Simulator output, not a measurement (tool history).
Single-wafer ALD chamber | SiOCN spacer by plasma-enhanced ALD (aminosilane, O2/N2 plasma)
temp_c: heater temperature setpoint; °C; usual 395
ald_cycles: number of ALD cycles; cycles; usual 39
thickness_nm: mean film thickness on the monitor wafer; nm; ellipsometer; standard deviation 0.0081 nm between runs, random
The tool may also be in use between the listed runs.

run   hour  temp_c  ald_cycles  read-back reference wafer on the same gauge, thickness_nm  thickness_nm
  1    0.0     399          42                                                      2.911         2.622
  2   60.1     399          42                                                      2.910         2.631
  3   90.8     399          42                                                      2.911         2.635
  4  129.1     405          39                                                      2.911         2.411
  5  174.4     405          39                                                      2.910         2.419
  6  206.2     405          39                                                      2.909         2.407
  7  231.4     401          39                                                      2.909         2.446
  8  284.0     401          39                                                      2.912         2.457
     383.0  -- gauge calibrated
  9  383.8     395          39                                                      2.909         2.456
     416.4  -- thermocouple changed; heater temperature recalibrated
 10  441.0     386          46                                                      2.910         2.879
 11  468.2     399          42                                                      2.911         2.640
 12  538.8     405          39                                                      2.910         2.399
 13  586.0     381          35                                                      2.910         2.200
 14  627.3     409          42                                                      2.910         2.575

The next listed run, before its measurement:
 15  667.6     395          39                                                          ?             ?

read-back reference wafer on the same gauge, thickness_nm: 2.912
thickness_nm: 2.460 nm
Minus the tool's unlogged condition, the same run would have read thickness_nm 2.460 nm.

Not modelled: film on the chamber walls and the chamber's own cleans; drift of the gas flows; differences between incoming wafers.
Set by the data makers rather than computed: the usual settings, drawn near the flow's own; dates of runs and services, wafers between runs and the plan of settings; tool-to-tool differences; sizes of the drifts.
